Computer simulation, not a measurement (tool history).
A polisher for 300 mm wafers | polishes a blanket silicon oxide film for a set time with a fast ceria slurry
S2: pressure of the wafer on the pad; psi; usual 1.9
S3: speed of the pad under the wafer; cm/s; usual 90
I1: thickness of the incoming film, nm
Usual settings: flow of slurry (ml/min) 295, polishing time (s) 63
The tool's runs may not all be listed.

run 1 day=0.000 | flow_of_slurry_(ml/min)=295 S2=1.5 S3=90 polishing_time_(s)=63 | I1=3224.5 | film_removed_(angstrom)=3963
run 2 day=4.096 | flow_of_slurry_(ml/min)=295 S2=1.9 S3=90 polishing_time_(s)=63 | I1=3141.7 | film_removed_(angstrom)=4901
run 3 day=6.292 | flow_of_slurry_(ml/min)=295 S2=1.9 S3=90 polishing_time_(s)=63 | I1=3107.7 | film_removed_(angstrom)=4849
run 4 day=7.817 | flow_of_slurry_(ml/min)=295 S2=2.3 S3=106 polishing_time_(s)=63 | I1=3169.5 | film_removed_(angstrom)=6929
run 5 day=9.521 | flow_of_slurry_(ml/min)=295 S2=1.9 S3=106 polishing_time_(s)=63 | I1=3193.0 | film_removed_(angstrom)=5464
run 6 day=13.412 | flow_of_slurry_(ml/min)=295 S2=1.9 S3=106 polishing_time_(s)=63 | I1=3185.5 | film_removed_(angstrom)=5447
-- day=14.538 worn pad replaced by a new one
-- day=15.242 slurry nozzle cleaned
run 7 day=17.875 | flow_of_slurry_(ml/min)=295 S2=1.9 S3=106 polishing_time_(s)=63 | I1=3172.6 | film_removed_(angstrom)=6205
run 8 day=19.667 | flow_of_slurry_(ml/min)=355 S2=1.9 S3=76 polishing_time_(s)=63 | I1=3131.3 | film_removed_(angstrom)=4391
run 9 day=24.054 | flow_of_slurry_(ml/min)=355 S2=1.9 S3=76 polishing_time_(s)=63 | I1=3133.4 | film_removed_(angstrom)=4439
-- day=25.954 head pressure recalibrated
run 10 day=29.112 | flow_of_slurry_(ml/min)=355 S2=1.9 S3=76 polishing_time_(s)=63 | I1=3153.9 | film_removed_(angstrom)=4372
run 11 day=33.183 | flow_of_slurry_(ml/min)=355 S2=1.9 S3=90 polishing_time_(s)=63 | I1=3187.8 | film_removed_(angstrom)=4914
run 12 day=37.342 | flow_of_slurry_(ml/min)=355 S2=1.9 S3=90 polishing_time_(s)=63 | I1=3161.3 | film_removed_(angstrom)=4753
run 13 day=41.650 | flow_of_slurry_(ml/min)=295 S2=1.9 S3=104 polishing_time_(s)=63 | I1=3200.1 | film_removed_(angstrom)=5288
-- day=42.954 worn pad replaced by a new one
-- day=45.083 slurry nozzle cleaned
run 14 day=45.517 | flow_of_slurry_(ml/min)=295 S2=1.9 S3=90 polishing_time_(s)=68 | I1=3182.4 | film_removed_(angstrom)=5717
run 15 day=47.108 | flow_of_slurry_(ml/min)=295 S2=1.9 S3=90 polishing_time_(s)=63 | I1=3171.9 | film_removed_(angstrom)=5139
run 16 day=48.883 | flow_of_slurry_(ml/min)=295 S2=2.2 S3=90 polishing_time_(s)=80 | I1=3163.7 | film_removed_(angstrom)=7656
run 17 day=55.704 | flow_of_slurry_(ml/min)=295 S2=2.2 S3=90 polishing_time_(s)=80 | I1=3215.3 | film_removed_(angstrom)=7162
run 18 day=57.654 | flow_of_slurry_(ml/min)=365 S2=1.9 S3=90 polishing_time_(s)=49 | I1=3106.5 | film_removed_(angstrom)=3814
run 19 day=60.854 | flow_of_slurry_(ml/min)=370 S2=1.5 S3=60 polishing_time_(s)=63 | I1=3200.7 | film_removed_(angstrom)=2694
-- day=61.475 head pressure recalibrated
run 20 day=63.071 | flow_of_slurry_(ml/min)=295 S2=1.3 S3=90 polishing_time_(s)=63 | I1=3190.0 | film_removed_(angstrom)=3262
run 21 day=65.971 | flow_of_slurry_(ml/min)=295 S2=1.9 S3=90 polishing_time_(s)=63 | I1=3152.0 | film_removed_(angstrom)=4824
run 22 day=69.138 | flow_of_slurry_(ml/min)=295 S2=1.9 S3=90 polishing_time_(s)=51 | I1=3129.7 | film_removed_(angstrom)=3773
run 23 day=71.000 | flow_of_slurry_(ml/min)=295 S2=1.9 S3=90 polishing_time_(s)=81 | I1=3139.4 | film_removed_(angstrom)=5995
-- day=71.546 slurry nozzle cleaned
run 24 day=73.179 | flow_of_slurry_(ml/min)=295 S2=1.9 S3=100 polishing_time_(s)=44 | I1=3201.3 | film_removed_(angstrom)=3443
-- day=74.058 worn pad replaced by a new one
run 25 day=76.342 | flow_of_slurry_(ml/min)=295 S2=2.2 S3=114 polishing_time_(s)=63 | I1=3179.3 | film_removed_(angstrom)=7439
run 26 day=79.496 | flow_of_slurry_(ml/min)=295 S2=2.4 S3=90 polishing_time_(s)=63 | I1=3204.9 | film_removed_(angstrom)=6406
run 27 day=81.288 | flow_of_slurry_(ml/min)=395 S2=1.9 S3=78 polishing_time_(s)=71 | I1=3135.9 | film_removed_(angstrom)=5017
run 28 day=84.271 | flow_of_slurry_(ml/min)=325 S2=1.9 S3=72 polishing_time_(s)=63 | I1=3141.8 | film_removed_(angstrom)=4076
run 29 day=85.796 | flow_of_slurry_(ml/min)=295 S2=1.9 S3=90 polishing_time_(s)=63 | I1=3186.8 | film_removed_(angstrom)=5011
run 30 day=90.046 | flow_of_slurry_(ml/min)=350 S2=2.3 S3=110 polishing_time_(s)=76 | I1=3116.6 | film_removed_(angstrom)=8574
-- day=91.408 head pressure recalibrated
run 31 day=94.304 | flow_of_slurry_(ml/min)=295 S2=1.9 S3=112 polishing_time_(s)=78 | I1=3212.6 | film_removed_(angstrom)=7444
-- day=98.175 slurry nozzle cleaned
-- day=102.067 worn pad replaced by a new one
run 32 day=105.683 | flow_of_slurry_(ml/min)=295 S2=1.9 S3=90 polishing_time_(s)=63 | I1=3167.7 | film_removed_(angstrom)=5180
run 33 day=107.342 | flow_of_slurry_(ml/min)=295 S2=1.9 S3=90 polishing_time_(s)=63 | I1=3222.0 | film_removed_(angstrom)=5131
run 34 day=111.079 | flow_of_slurry_(ml/min)=295 S2=1.9 S3=90 polishing_time_(s)=72 | I1=3170.5 | film_removed_(angstrom)=5883
run 35 day=113.188 | flow_of_slurry_(ml/min)=390 S2=1.6 S3=118 polishing_time_(s)=63 | I1=3193.5 | film_removed_(angstrom)=5614
run 36 day=115.688 | flow_of_slurry_(ml/min)=295 S2=1.9 S3=78 polishing_time_(s)=63 | I1=3206.8 | film_removed_(angstrom)=4285
run 37 day=119.754 | flow_of_slurry_(ml/min)=295 S2=1.9 S3=90 polishing_time_(s)=63 | I1=3137.8 | film_removed_(angstrom)=4992
-- day=122.662 head pressure recalibrated
run 38 day=122.833 | flow_of_slurry_(ml/min)=205 S2=1.5 S3=100 polishing_time_(s)=69 | I1=3152.0 | film_removed_(angstrom)=4531

The tool's hidden state at each run:
slurry flow missing at the pad, %: 0 in every run
deviation of the head's pressure from its setpoint, %: 0 in every run
H1: removal rate lost through wear of the pad, %
run=1 H1=6.91
run=2 H1=8.68
run=3 H1=9.63
run=4 H1=10.3
run=5 H1=11
run=6 H1=12.7
run=7 H1=1.65
run=8 H1=2.42
run=9 H1=4.32
run=10 H1=6.51
run=11 H1=8.27
run=12 H1=10.1
run=13 H1=11.9
run=14 H1=2.29
run=15 H1=2.98
run=16 H1=3.75
run=17 H1=6.7
run=18 H1=7.54
run=19 H1=8.93
run=20 H1=9.88
run=21 H1=11.1
run=22 H1=12.5
run=23 H1=13.3
run=24 H1=14.3
run=25 H1=2.66
run=26 H1=4.03
run=27 H1=4.8
run=28 H1=6.09
run=29 H1=6.75
run=30 H1=8.59
run=31 H1=10.4
run=32 H1=1.92
run=33 H1=2.64
run=34 H1=4.25
run=35 H1=5.16
run=36 H1=6.25
run=37 H1=8
run=38 H1=9.34
